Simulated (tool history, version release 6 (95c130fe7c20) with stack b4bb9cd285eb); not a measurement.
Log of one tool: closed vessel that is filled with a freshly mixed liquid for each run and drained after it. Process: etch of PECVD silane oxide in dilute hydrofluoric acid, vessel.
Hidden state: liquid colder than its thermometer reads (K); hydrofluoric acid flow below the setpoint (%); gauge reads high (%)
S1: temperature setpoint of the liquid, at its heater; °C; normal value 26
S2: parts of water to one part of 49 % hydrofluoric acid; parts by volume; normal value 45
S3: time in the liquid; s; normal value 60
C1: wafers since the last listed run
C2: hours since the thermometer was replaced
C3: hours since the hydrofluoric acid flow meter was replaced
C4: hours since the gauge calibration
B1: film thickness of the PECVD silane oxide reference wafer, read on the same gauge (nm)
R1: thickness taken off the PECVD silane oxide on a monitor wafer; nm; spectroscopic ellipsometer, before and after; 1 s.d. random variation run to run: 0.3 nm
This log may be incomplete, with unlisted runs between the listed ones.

| run | hour | S1 | S2 | S3 | C1 | C2 | C3 | C4 | B1 | R1 |
|---|---|---|---|---|---|---|---|---|---|---|
| 1 | 0 | 27.5 | 45 | 60 | 0 | 1008 | 1922 | 628.9 | 99.98 | 29.02 |
| 2 | 25.1 | 27.5 | 45 | 60 | 2540 | 1033.1 | 1947.1 | 654 | 99.98 | 28.52 |
| 3 | 59.3 | 27.5 | 45 | 60 | 3461 | 1067.3 | 1981.3 | 688.2 | 100.01 | 28.69 |
| 4 | 85.9 | 26 | 45 | 60 | 2692 | 1093.9 | 2007.9 | 714.8 | 100 | 27.35 |
| 5 | 98.5 | 26 | 45 | 60 | 1275 | 1106.5 | 2020.5 | 727.4 | 100.03 | 27.13 |
| 6 | 117.5 | 26 | 45 | 60 | 1922 | 1125.5 | 2039.5 | 746.4 | 100.05 | 26.86 |
| 7 | 133.9 | 26 | 45 | 60 | 1659 | 1141.9 | 2055.9 | 762.8 | 99.98 | 27.08 |
| 8 | 156.7 | 26 | 45 | 60 | 2307 | 1164.7 | 2078.7 | 785.6 | 100.01 | 26.39 |
|  | 166.9 | hydrofluoric acid flow meter replaced |
| 9 | 171.5 | 26 | 45 | 60 | 1396 | 1179.5 | 4.6 | 800.4 | 100.02 | 30.73 |
| 10 | 205.3 | 27 | 45 | 60 | 3420 | 1213.3 | 38.4 | 834.2 | 100.03 | 31.56 |
| 11 | 235.6 | 27 | 45 | 60 | 3066 | 1243.6 | 68.7 | 864.5 | 100.01 | 31.92 |
| 12 | 250.5 | 28.5 | 45 | 60 | 1507 | 1258.5 | 83.6 | 879.4 | 99.99 | 33.86 |
|  | 257.4 | gauge calibrated |
| 13 | 273.3 | 28.5 | 45 | 60 | 2307 | 1281.3 | 106.4 | 15.9 | 100 | 33.22 |
| 14 | 288.4 | 29 | 45 | 60 | 1528 | 1296.4 | 121.5 | 31 | 99.99 | 34.17 |
| 15 | 314 | 26 | 55 | 60 | 2590 | 1322 | 147.1 | 56.6 | 100.02 | 24.48 |
| 16 | 341.5 | 26 | 45 | 60 | 2783 | 1349.5 | 174.6 | 84.1 | 100.01 | 30.42 |
| 17 | 369.2 | 26 | 45 | 60 | 2803 | 1377.2 | 202.3 | 111.8 | 99.98 | 30.35 |
| 18 | 388.1 | 30.5 | 55 | 80 | 1912 | 1396.1 | 221.2 | 130.7 | 100 | 38.43 |
|  | 404.6 | thermometer replaced |
| 19 | 413.5 | 26 | 45 | 60 | 2469 | 8.9 | 246.6 | 156.1 | 100.04 | 30.29 |
| 20 | 439.4 | 26 | 45 | 60 | 2621 | 34.8 | 272.5 | 182 | 100.01 | 30.21 |
| 21 | 468.1 | 26 | 45 | 60 | 2904 | 63.5 | 301.2 | 210.7 | 99.94 | 29.58 |
| 22 | 492.8 | 30.5 | 30 | 75 | 2499 | 88.2 | 325.9 | 235.4 | 100.02 | 69.4 |
| 23 | 508.2 | 28.5 | 45 | 80 | 1558 | 103.6 | 341.3 | 250.8 | 100.02 | 44.05 |
| 24 | 530.2 | 26 | 45 | 80 | 2226 | 125.6 | 363.3 | 272.8 | 100.03 | 40.07 |
| 25 | 546.4 | 24.5 | 45 | 60 | 1639 | 141.8 | 379.5 | 289 | 100.01 | 27.8 |
| 26 | 570.4 | 29.5 | 60 | 35 | 2428 | 165.8 | 403.5 | 313 | 100.05 | 15 |
| 27 | 582.5 | 29.5 | 45 | 60 | 1224 | 177.9 | 415.6 | 325.1 | 100.03 | 34.23 |
| 28 | 601.7 | 26 | 45 | 60 | 1943 | 197.1 | 434.8 | 344.3 | 99.98 | 29.6 |
| 29 | 626.5 | 26 | 45 | 35 | 2509 | 221.9 | 459.6 | 369.1 | 99.98 | 17.14 |
| 30 | 640.2 | 26 | 45 | 60 | 1386 | 235.6 | 473.3 | 382.8 | 99.96 | 29.84 |
| 31 | 664.6 | 29 | 65 | 80 | 2469 | 260 | 497.7 | 407.2 | 100.02 | 30.38 |
| 32 | 688.7 | 26 | 45 | 60 | 2439 | 284.1 | 521.8 | 431.3 | 100.03 | 29.86 |
| 33 | 701.1 | 21.5 | 45 | 60 | 1254 | 296.5 | 534.2 | 443.7 | 100.01 | 24.22 |
| 34 | 720.7 | 26 | 55 | 85 | 1983 | 316.1 | 553.8 | 463.3 | 100.02 | 33.69 |

Same runs, no hidden state in the tool, same run-to-run variation:
| run | R1 |
|---|---|
| 1 | 33.01 |
| 2 | 32.49 |
| 3 | 32.76 |
| 4 | 31.29 |
| 5 | 31.06 |
| 6 | 30.79 |
| 7 | 31.08 |
| 8 | 30.34 |
| 9 | 31.02 |
| 10 | 31.92 |
| 11 | 32.34 |
| 12 | 34.34 |
| 13 | 33.74 |
| 14 | 34.74 |
| 15 | 24.93 |
| 16 | 31.03 |
| 17 | 31.01 |
| 18 | 39.34 |
| 19 | 31.03 |
| 20 | 31 |
| 21 | 30.41 |
| 22 | 71.44 |
| 23 | 45.41 |
| 24 | 41.36 |
| 25 | 28.72 |
| 26 | 15.53 |
| 27 | 35.45 |
| 28 | 30.69 |
| 29 | 17.79 |
| 30 | 31.02 |
| 31 | 31.66 |
| 32 | 31.14 |
| 33 | 25.26 |
| 34 | 35.21 |
